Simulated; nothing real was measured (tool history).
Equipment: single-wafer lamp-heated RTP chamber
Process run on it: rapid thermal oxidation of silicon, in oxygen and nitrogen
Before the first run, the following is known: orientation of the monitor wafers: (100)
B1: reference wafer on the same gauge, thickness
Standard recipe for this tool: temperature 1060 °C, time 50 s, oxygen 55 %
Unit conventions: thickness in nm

run 1 hour=0 | temperature=1060 time=50 oxygen=55 | B1=5.523 | thickness=6.68
run 2 hour=19.8 | temperature=1060 time=50 oxygen=55 | B1=5.525 | thickness=6.655
run 3 hour=54.6 | temperature=1060 time=50 oxygen=55 | B1=5.522 | thickness=6.676
run 4 hour=80.8 | temperature=1054 time=50 oxygen=55 | B1=5.516 | thickness=6.351
run 5 hour=114 | temperature=1054 time=50 oxygen=55 | B1=5.515 | thickness=6.362
-- hour=148.4 pyrometer window cleaned and pyrometer calibrated
run 6 hour=148.9 | temperature=1054 time=50 oxygen=55 | B1=5.519 | thickness=6.399
run 7 hour=164.8 | temperature=1060 time=50 oxygen=68 | B1=5.515 | thickness=7.192
run 8 hour=177.5 | temperature=1060 time=50 oxygen=55 | B1=5.521 | thickness=6.609
run 9 hour=204.6 | temperature=1060 time=50 oxygen=55 | B1=5.525 | thickness=6.655
run 10 hour=235.8 | temperature=1060 time=50 oxygen=55 | B1=5.515 | thickness=6.673
run 11 hour=264.4 | temperature=1049 time=65 oxygen=55 | B1=5.518 | thickness=6.942
run 12 hour=294.6 | temperature=1060 time=50 oxygen=55 | B1=5.515 | thickness=6.636
run 13 hour=312.4 | temperature=1060 time=50 oxygen=55 | B1=5.526 | thickness=6.657
-- hour=329.4 oxygen flow controller replaced
run 14 hour=347.2 | temperature=1060 time=50 oxygen=55 | B1=5.527 | thickness=6.639
run 15 hour=359.4 | temperature=1060 time=50 oxygen=55 | B1=5.513 | thickness=6.654
-- hour=370.5 pyrometer window cleaned and pyrometer calibrated
run 16 hour=377.6 | temperature=1060 time=67 oxygen=55 | B1=5.518 | thickness=7.591
run 17 hour=402 | temperature=1060 time=66 oxygen=55 | B1=5.529 | thickness=7.486
run 18 hour=426.9 | temperature=1060 time=50 oxygen=77 | B1=5.517 | thickness=7.479
run 19 hour=451.9 | temperature=1054 time=50 oxygen=55 | B1=5.522 | thickness=6.393
run 20 hour=478 | temperature=1060 time=50 oxygen=55 | B1=5.517 | thickness=6.629
run 21 hour=512 | temperature=1035 time=66 oxygen=80 | B1=5.516 | thickness=7.225
run 22 hour=533.7 | temperature=1045 time=73 oxygen=26 | B1=5.526 | thickness=5.473
run 23 hour=548.5 | temperature=1060 time=64 oxygen=72 | B1=5.522 | thickness=8.173

Run 24 has not been measured yet. What should we expect?
run 24 hour=565.9 | temperature=1077 time=31 oxygen=55 | B1=? | thickness=?

B1: 5.522
thickness: 6.051 nm
Had the tool carried no hidden state, the very same run would have given thickness 6.051 nm.

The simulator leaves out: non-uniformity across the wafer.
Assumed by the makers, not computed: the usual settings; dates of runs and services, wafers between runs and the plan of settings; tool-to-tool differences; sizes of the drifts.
